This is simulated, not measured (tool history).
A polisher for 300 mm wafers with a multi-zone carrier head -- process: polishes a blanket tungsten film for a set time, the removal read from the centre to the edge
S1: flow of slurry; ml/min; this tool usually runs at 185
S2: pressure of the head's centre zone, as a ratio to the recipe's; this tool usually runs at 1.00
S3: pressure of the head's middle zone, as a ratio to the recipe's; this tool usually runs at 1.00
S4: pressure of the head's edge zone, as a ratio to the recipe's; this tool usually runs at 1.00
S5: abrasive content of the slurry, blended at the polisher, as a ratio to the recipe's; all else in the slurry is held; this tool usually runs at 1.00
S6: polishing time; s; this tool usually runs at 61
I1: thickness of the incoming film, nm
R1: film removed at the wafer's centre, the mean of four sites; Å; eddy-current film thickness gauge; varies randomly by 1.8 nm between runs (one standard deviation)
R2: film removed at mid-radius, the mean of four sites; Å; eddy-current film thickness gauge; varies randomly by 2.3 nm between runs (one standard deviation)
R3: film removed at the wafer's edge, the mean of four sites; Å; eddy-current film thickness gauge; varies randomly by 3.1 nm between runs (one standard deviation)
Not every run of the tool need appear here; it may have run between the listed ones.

{"run": 1, "hour": 0.0, "S1": 185, "S2": 1.0, "S3": 1.0, "S4": 1.0, "S5": 1.0, "S6": 61, "I1": 1503.8, "R1": 2463, "R2": 2302, "R3": 2236}
{"hour": 63.5, "done": "slurry nozzle cleaned"}
{"run": 2, "hour": 66.2, "S1": 125, "S2": 1.0, "S3": 1.03, "S4": 0.92, "S5": 1.0, "S6": 49, "I1": 1540.8, "R1": 1858, "R2": 1811, "R3": 1639}
{"hour": 122.9, "done": "worn pad replaced by a new one"}
{"run": 3, "hour": 130.6, "S1": 185, "S2": 1.0, "S3": 1.0, "S4": 1.0, "S5": 0.75, "S6": 61, "I1": 1514.2, "R1": 2322, "R2": 2161, "R3": 2179}
{"run": 4, "hour": 162.5, "S1": 240, "S2": 0.94, "S3": 1.0, "S4": 1.0, "S5": 0.75, "S6": 61, "I1": 1530.1, "R1": 2271, "R2": 2210, "R3": 2189}
{"run": 5, "hour": 231.8, "S1": 185, "S2": 0.94, "S3": 1.0, "S4": 1.0, "S5": 1.0, "S6": 72, "I1": 1564.5, "R1": 2820, "R2": 2815, "R3": 2751}
{"run": 6, "hour": 281.7, "S1": 240, "S2": 1.0, "S3": 1.1, "S4": 1.0, "S5": 1.25, "S6": 61, "I1": 1537.8, "R1": 2824, "R2": 2809, "R3": 2515}
{"run": 7, "hour": 315.4, "S1": 185, "S2": 1.0, "S3": 1.0, "S4": 1.0, "S5": 1.0, "S6": 61, "I1": 1526.0, "R1": 2534, "R2": 2346, "R3": 2351}
{"run": 8, "hour": 366.7, "S1": 185, "S2": 1.0, "S3": 1.0, "S4": 1.0, "S5": 1.0, "S6": 61, "I1": 1507.5, "R1": 2482, "R2": 2306, "R3": 2256}
{"run": 9, "hour": 401.1, "S1": 185, "S2": 1.0, "S3": 1.0, "S4": 1.0, "S5": 1.0, "S6": 61, "I1": 1529.3, "R1": 2490, "R2": 2286, "R3": 2215}
{"hour": 404.5, "done": "edge zone pressure recalibrated"}
{"run": 10, "hour": 431.2, "S1": 185, "S2": 1.0, "S3": 1.0, "S4": 0.91, "S5": 0.75, "S6": 46, "I1": 1537.8, "R1": 1643, "R2": 1530, "R3": 1476}
{"hour": 446.6, "done": "carrier head's membrane replaced by a new one"}
{"run": 11, "hour": 481.4, "S1": 185, "S2": 1.0, "S3": 1.0, "S4": 1.0, "S5": 1.0, "S6": 61, "I1": 1533.7, "R1": 2380, "R2": 2213, "R3": 2177}
{"run": 12, "hour": 544.3, "S1": 185, "S2": 1.0, "S3": 1.0, "S4": 1.1, "S5": 1.15, "S6": 41, "I1": 1520.0, "R1": 1630, "R2": 1494, "R3": 1562}

What will run 13 give?
{"hour": 548.3, "done": "worn pad replaced by a new one"}
{"hour": 565.4, "done": "slurry nozzle cleaned"}
{"run": 13, "hour": 614.3, "S1": 235, "S2": 1.0, "S3": 1.06, "S4": 1.09, "S5": 1.0, "S6": 61, "I1": 1537.3, "R1": "?", "R2": "?", "R3": "?"}

{"run 13": {"R1": 2712, "R2": 2561, "R3": 2519}}
With no hidden state in the tool, this same run would have given R1 2520 Å, R2 2591 Å, R3 2547 Å.
